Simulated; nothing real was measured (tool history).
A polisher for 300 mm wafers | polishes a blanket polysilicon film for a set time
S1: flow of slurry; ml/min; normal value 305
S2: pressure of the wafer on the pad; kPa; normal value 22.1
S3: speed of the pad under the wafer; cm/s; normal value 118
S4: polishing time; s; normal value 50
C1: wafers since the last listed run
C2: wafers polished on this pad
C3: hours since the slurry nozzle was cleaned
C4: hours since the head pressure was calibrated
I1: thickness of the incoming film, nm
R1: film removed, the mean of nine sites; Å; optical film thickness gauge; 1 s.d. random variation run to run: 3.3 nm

| run | hour | S1 | S2 | S3 | S4 | C1 | C2 | C3 | C4 | I1 | R1 |
|---|---|---|---|---|---|---|---|---|---|---|---|
| 1 | 0 | 305 | 22.1 | 142 | 50 | 0 | 220 | 398.6 | 957.5 | 1570.8 | 5305 |
| 2 | 17.5 | 355 | 22.1 | 118 | 50 | 226 | 446 | 416.1 | 975 | 1544.9 | 4472 |
| 3 | 29.7 | 355 | 22.1 | 118 | 50 | 157 | 604 | 428.3 | 987.2 | 1575.2 | 4380 |
| 4 | 39.2 | 305 | 22.1 | 118 | 50 | 122 | 727 | 437.8 | 996.7 | 1558 | 4436 |
| 5 | 48 | 305 | 22.1 | 118 | 50 | 113 | 841 | 446.6 | 1005.5 | 1553.7 | 4405 |
|  | 49.8 | slurry nozzle cleaned |
| 6 | 55 | 305 | 22.1 | 118 | 50 | 77 | 919 | 5.2 | 1012.5 | 1585.5 | 4535 |
| 7 | 71.9 | 305 | 26.2 | 104 | 50 | 218 | 1137 | 22.1 | 1029.4 | 1578.1 | 4856 |
| 8 | 80.1 | 305 | 26.2 | 104 | 50 | 106 | 1244 | 30.3 | 1037.6 | 1576 | 4857 |
| 9 | 95 | 305 | 26.2 | 104 | 50 | 192 | 1437 | 45.2 | 1052.5 | 1546.6 | 4828 |
|  | 113.5 | worn pad replaced by a new one, of another model than before |
| 10 | 114 | 305 | 22.1 | 118 | 50 | 194 | 6 | 64.2 | 1071.5 | 1533.5 | 4525 |
| 11 | 144.2 | 305 | 22.1 | 118 | 55 | 390 | 397 | 94.4 | 1101.7 | 1546.9 | 5004 |
| 12 | 161.2 | 385 | 22.1 | 118 | 37 | 220 | 617 | 111.4 | 1118.7 | 1579 | 3454 |
| 13 | 169.3 | 385 | 22.1 | 118 | 37 | 104 | 722 | 119.5 | 1126.8 | 1565.9 | 3433 |
| 14 | 178.5 | 385 | 22.1 | 118 | 37 | 119 | 841 | 128.7 | 1136 | 1542.8 | 3435 |
| 15 | 188.9 | 305 | 22.1 | 118 | 50 | 134 | 976 | 139.1 | 1146.4 | 1563.7 | 4605 |
| 16 | 204.5 | 305 | 18.6 | 118 | 50 | 201 | 1177 | 154.7 | 1162 | 1575.8 | 4000 |
| 17 | 215.9 | 305 | 17.9 | 78 | 50 | 147 | 1325 | 166.1 | 1173.4 | 1591.2 | 3218 |
| 18 | 228.4 | 235 | 20 | 90 | 66 | 161 | 1487 | 178.6 | 1185.9 | 1585.1 | 4682 |
| 19 | 243.3 | 390 | 22.1 | 154 | 41 | 192 | 1680 | 193.5 | 1200.8 | 1571 | 4466 |
|  | 246.9 | head pressure recalibrated |
|  | 250.1 | worn pad replaced by a new one |
| 20 | 258.9 | 305 | 22.1 | 118 | 50 | 134 | 114 | 209.1 | 12 | 1570.5 | 4510 |
| 21 | 274.4 | 305 | 22.1 | 78 | 62 | 200 | 314 | 224.6 | 27.5 | 1576.6 | 4627 |
| 22 | 280.6 | 350 | 16.5 | 106 | 33 | 80 | 395 | 230.8 | 33.7 | 1583.1 | 2285 |
| 23 | 289.3 | 305 | 24.8 | 118 | 50 | 112 | 507 | 239.5 | 42.4 | 1542.5 | 4867 |
| 24 | 303.6 | 305 | 25.5 | 118 | 40 | 185 | 692 | 253.8 | 56.7 | 1580.4 | 4039 |
| 25 | 313 | 305 | 17.9 | 118 | 64 | 121 | 814 | 263.2 | 66.1 | 1540.4 | 4910 |
| 26 | 332.9 | 375 | 22.1 | 118 | 45 | 257 | 1072 | 283.1 | 86 | 1568 | 4095 |
| 27 | 348.3 | 305 | 22.1 | 118 | 50 | 199 | 1271 | 298.5 | 101.4 | 1588.7 | 4400 |
| 28 | 355.3 | 305 | 22.1 | 148 | 50 | 90 | 1362 | 305.5 | 108.4 | 1580.7 | 5038 |
| 29 | 367 | 360 | 17.2 | 132 | 35 | 151 | 1513 | 317.2 | 120.1 | 1569.9 | 2770 |
| 30 | 377.1 | 305 | 16.5 | 118 | 50 | 130 | 1644 | 327.3 | 130.2 | 1561.7 | 3513 |
|  | 387 | worn pad replaced by a new one |
| 31 | 390.6 | 305 | 22.1 | 118 | 50 | 122 | 46 | 340.8 | 143.7 | 1603.7 | 4447 |
| 32 | 408.6 | 360 | 22.1 | 94 | 59 | 233 | 279 | 358.8 | 161.7 | 1566.1 | 4732 |
| 33 | 420.1 | 355 | 15.2 | 100 | 32 | 148 | 427 | 370.3 | 173.2 | 1565.5 | 1994 |
| 34 | 433.1 | 305 | 22.1 | 118 | 50 | 168 | 596 | 383.3 | 186.2 | 1590.2 | 4349 |
| 35 | 446.1 | 235 | 24.8 | 118 | 50 | 168 | 764 | 396.3 | 199.2 | 1590.6 | 4535 |
| 36 | 458.5 | 215 | 22.1 | 118 | 59 | 160 | 925 | 408.7 | 211.6 | 1571.2 | 4755 |
| 37 | 469.5 | 305 | 22.1 | 142 | 50 | 142 | 1067 | 419.7 | 222.6 | 1564.9 | 4845 |
| 38 | 484.1 | 235 | 18.6 | 118 | 50 | 189 | 1256 | 434.3 | 237.2 | 1539.1 | 3637 |

Run-by-run hidden state of the tool:
removal rate lost through wear of the pad, %: 0 at every run
deviation of the head's pressure from its setpoint, %: 0 at every run
H1: slurry flow missing at the pad, %
| run | H1 |
|---|---|
| 1 | 39 |
| 2 | 40.5 |
| 3 | 41.5 |
| 4 | 42.3 |
| 5 | 43 |
| 6 | 1.08 |
| 7 | 2.49 |
| 8 | 3.17 |
| 9 | 4.41 |
| 10 | 5.99 |
| 11 | 8.5 |
| 12 | 9.91 |
| 13 | 10.6 |
| 14 | 11.4 |
| 15 | 12.2 |
| 16 | 13.5 |
| 17 | 14.5 |
| 18 | 15.5 |
| 19 | 16.7 |
| 20 | 18 |
| 21 | 19.3 |
| 22 | 19.8 |
| 23 | 20.6 |
| 24 | 21.8 |
| 25 | 22.5 |
| 26 | 24.2 |
| 27 | 25.5 |
| 28 | 26.1 |
| 29 | 27 |
| 30 | 27.9 |
| 31 | 29 |
| 32 | 30.5 |
| 33 | 31.4 |
| 34 | 32.5 |
| 35 | 33.6 |
| 36 | 34.6 |
| 37 | 35.6 |
| 38 | 36.8 |

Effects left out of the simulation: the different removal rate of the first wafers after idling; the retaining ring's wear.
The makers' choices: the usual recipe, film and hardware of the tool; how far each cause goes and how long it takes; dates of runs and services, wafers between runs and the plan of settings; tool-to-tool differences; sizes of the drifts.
